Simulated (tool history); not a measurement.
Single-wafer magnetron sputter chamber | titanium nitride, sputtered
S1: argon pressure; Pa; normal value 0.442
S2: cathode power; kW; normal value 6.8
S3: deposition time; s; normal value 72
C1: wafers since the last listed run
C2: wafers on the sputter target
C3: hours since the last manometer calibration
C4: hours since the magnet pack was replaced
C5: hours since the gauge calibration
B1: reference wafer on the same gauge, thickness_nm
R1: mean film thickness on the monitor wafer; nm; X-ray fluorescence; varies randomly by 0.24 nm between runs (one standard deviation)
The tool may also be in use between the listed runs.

{"run": 1, "hour": 0.0, "S1": 0.55, "S2": 6.8, "S3": 72, "C1": 0, "C2": 3044, "C3": 699.3, "C4": 8943.4, "C5": 299.6, "B1": 71.881, "R1": 84.412}
{"run": 2, "hour": 11.3, "S1": 0.442, "S2": 6.4, "S3": 72, "C1": 209, "C2": 3254, "C3": 710.6, "C4": 8954.7, "C5": 310.9, "B1": 71.821, "R1": 86.226}
{"run": 3, "hour": 22.9, "S1": 0.442, "S2": 6.4, "S3": 72, "C1": 215, "C2": 3469, "C3": 722.2, "C4": 8966.3, "C5": 322.5, "B1": 71.944, "R1": 86.378}
{"run": 4, "hour": 32.5, "S1": 0.442, "S2": 6.4, "S3": 72, "C1": 178, "C2": 3647, "C3": 731.8, "C4": 8975.9, "C5": 332.1, "B1": 71.928, "R1": 86.069}
{"run": 5, "hour": 45.8, "S1": 0.442, "S2": 6.8, "S3": 82.7, "C1": 246, "C2": 3893, "C3": 745.1, "C4": 8989.2, "C5": 345.4, "B1": 71.961, "R1": 102.457}
{"run": 6, "hour": 55.1, "S1": 0.442, "S2": 6.8, "S3": 82.7, "C1": 172, "C2": 4066, "C3": 754.4, "C4": 8998.5, "C5": 354.7, "B1": 71.983, "R1": 102.703}
{"run": 7, "hour": 66.9, "S1": 0.442, "S2": 6.8, "S3": 82.7, "C1": 218, "C2": 4285, "C3": 766.2, "C4": 9010.3, "C5": 366.5, "B1": 71.93, "R1": 102.206}
{"run": 8, "hour": 81.3, "S1": 0.442, "S2": 6.8, "S3": 72, "C1": 267, "C2": 4552, "C3": 780.6, "C4": 9024.7, "C5": 380.9, "B1": 71.831, "R1": 89.43}
{"hour": 95.4, "done": "sputter target and shields replaced"}
{"run": 9, "hour": 96.3, "S1": 0.442, "S2": 6.8, "S3": 72, "C1": 129, "C2": 17, "C3": 795.6, "C4": 9039.7, "C5": 395.9, "B1": 71.839, "R1": 89.018}
{"hour": 106.3, "done": "gauge calibrated"}
{"run": 10, "hour": 106.6, "S1": 0.304, "S2": 6.8, "S3": 72, "C1": 191, "C2": 208, "C3": 805.9, "C4": 9050, "C5": 0.3, "B1": 71.911, "R1": 96.055}
{"hour": 125.2, "done": "magnet pack replaced"}
{"run": 11, "hour": 125.7, "S1": 0.304, "S2": 6.8, "S3": 72, "C1": 205, "C2": 414, "C3": 825, "C4": 0.5, "C5": 19.4, "B1": 71.882, "R1": 96.462}
{"run": 12, "hour": 131.4, "S1": 0.442, "S2": 6.8, "S3": 72, "C1": 105, "C2": 519, "C3": 830.7, "C4": 6.2, "C5": 25.1, "B1": 71.933, "R1": 89.285}
{"run": 13, "hour": 144.5, "S1": 0.344, "S2": 6.8, "S3": 72, "C1": 242, "C2": 762, "C3": 843.8, "C4": 19.3, "C5": 38.2, "B1": 71.949, "R1": 94.134}
{"run": 14, "hour": 159.1, "S1": 0.344, "S2": 6.8, "S3": 72, "C1": 270, "C2": 1033, "C3": 858.4, "C4": 33.9, "C5": 52.8, "B1": 71.927, "R1": 93.987}
{"run": 15, "hour": 173.0, "S1": 0.442, "S2": 6.8, "S3": 72, "C1": 257, "C2": 1291, "C3": 872.3, "C4": 47.8, "C5": 66.7, "B1": 71.834, "R1": 89.638}
{"run": 16, "hour": 184.0, "S1": 0.301, "S2": 6.8, "S3": 59.6, "C1": 204, "C2": 1495, "C3": 883.3, "C4": 58.8, "C5": 77.7, "B1": 71.871, "R1": 79.413}
{"run": 17, "hour": 192.7, "S1": 0.442, "S2": 6.8, "S3": 72, "C1": 161, "C2": 1656, "C3": 892, "C4": 67.5, "C5": 86.4, "B1": 71.971, "R1": 89.357}
{"run": 18, "hour": 202.6, "S1": 0.442, "S2": 7.75, "S3": 81.8, "C1": 183, "C2": 1840, "C3": 901.9, "C4": 77.4, "C5": 96.3, "B1": 71.872, "R1": 110.876}
{"run": 19, "hour": 211.8, "S1": 0.524, "S2": 7.65, "S3": 72, "C1": 170, "C2": 2010, "C3": 911.1, "C4": 86.6, "C5": 105.5, "B1": 71.919, "R1": 92.905}
{"run": 20, "hour": 221.4, "S1": 0.442, "S2": 6.8, "S3": 72, "C1": 178, "C2": 2188, "C3": 920.7, "C4": 96.2, "C5": 115.1, "B1": 71.806, "R1": 89.693}
{"run": 21, "hour": 232.3, "S1": 0.442, "S2": 6.8, "S3": 72, "C1": 202, "C2": 2391, "C3": 931.6, "C4": 107.1, "C5": 126, "B1": 71.926, "R1": 89.314}
{"run": 22, "hour": 243.2, "S1": 0.442, "S2": 6.8, "S3": 67.5, "C1": 202, "C2": 2593, "C3": 942.5, "C4": 118, "C5": 136.9, "B1": 71.882, "R1": 83.959}
{"hour": 251.6, "done": "capacitance manometer re-zeroed and calibrated"}
{"run": 23, "hour": 258.5, "S1": 0.442, "S2": 6.25, "S3": 66.5, "C1": 135, "C2": 2728, "C3": 6.9, "C4": 133.3, "C5": 152.2, "B1": 71.819, "R1": 78.209}
{"run": 24, "hour": 267.0, "S1": 0.386, "S2": 5.8, "S3": 77.7, "C1": 157, "C2": 2886, "C3": 15.4, "C4": 141.8, "C5": 160.7, "B1": 71.896, "R1": 90.474}
{"run": 25, "hour": 275.4, "S1": 0.267, "S2": 6.8, "S3": 80.4, "C1": 155, "C2": 3041, "C3": 23.8, "C4": 150.2, "C5": 169.1, "B1": 71.876, "R1": 109.368}
{"run": 26, "hour": 285.3, "S1": 0.442, "S2": 6.8, "S3": 72, "C1": 183, "C2": 3225, "C3": 33.7, "C4": 160.1, "C5": 179, "B1": 71.826, "R1": 89.579}
{"run": 27, "hour": 297.7, "S1": 0.442, "S2": 6.8, "S3": 72, "C1": 229, "C2": 3455, "C3": 46.1, "C4": 172.5, "C5": 191.4, "B1": 71.923, "R1": 89.706}
{"run": 28, "hour": 311.3, "S1": 0.387, "S2": 8.1, "S3": 57.8, "C1": 252, "C2": 3707, "C3": 59.7, "C4": 186.1, "C5": 205, "B1": 71.968, "R1": 83.075}
{"run": 29, "hour": 324.4, "S1": 0.442, "S2": 6.25, "S3": 60.3, "C1": 242, "C2": 3950, "C3": 72.8, "C4": 199.2, "C5": 218.1, "B1": 71.884, "R1": 71.196}
{"run": 30, "hour": 336.5, "S1": 0.517, "S2": 7.95, "S3": 76.6, "C1": 224, "C2": 4175, "C3": 84.9, "C4": 211.3, "C5": 230.2, "B1": 71.989, "R1": 101.765}
{"hour": 346.5, "done": "sputter target and shields replaced"}
{"run": 31, "hour": 351.1, "S1": 0.269, "S2": 6.8, "S3": 78.1, "C1": 122, "C2": 85, "C3": 99.5, "C4": 225.9, "C5": 244.8, "B1": 71.916, "R1": 106.747}
{"run": 32, "hour": 367.9, "S1": 0.442, "S2": 6.8, "S3": 72, "C1": 311, "C2": 397, "C3": 116.3, "C4": 242.7, "C5": 261.6, "B1": 71.936, "R1": 89.662}
{"run": 33, "hour": 385.8, "S1": 0.442, "S2": 5.55, "S3": 80.8, "C1": 331, "C2": 728, "C3": 134.2, "C4": 260.6, "C5": 279.5, "B1": 71.855, "R1": 88.406}
{"run": 34, "hour": 400.9, "S1": 0.545, "S2": 6.8, "S3": 63.4, "C1": 280, "C2": 1009, "C3": 149.3, "C4": 275.7, "C5": 294.6, "B1": 71.965, "R1": 74.626}
{"run": 35, "hour": 415.5, "S1": 0.442, "S2": 7.55, "S3": 72, "C1": 270, "C2": 1279, "C3": 163.9, "C4": 290.3, "C5": 309.2, "B1": 71.954, "R1": 95.359}

For each run, what was the tool's unlogged condition?
deposition rate above that of a new target (%): 0 across all the runs
true argon pressure above the setpoint (%): 0 across all the runs
gauge reads high (%): 0 across all the runs
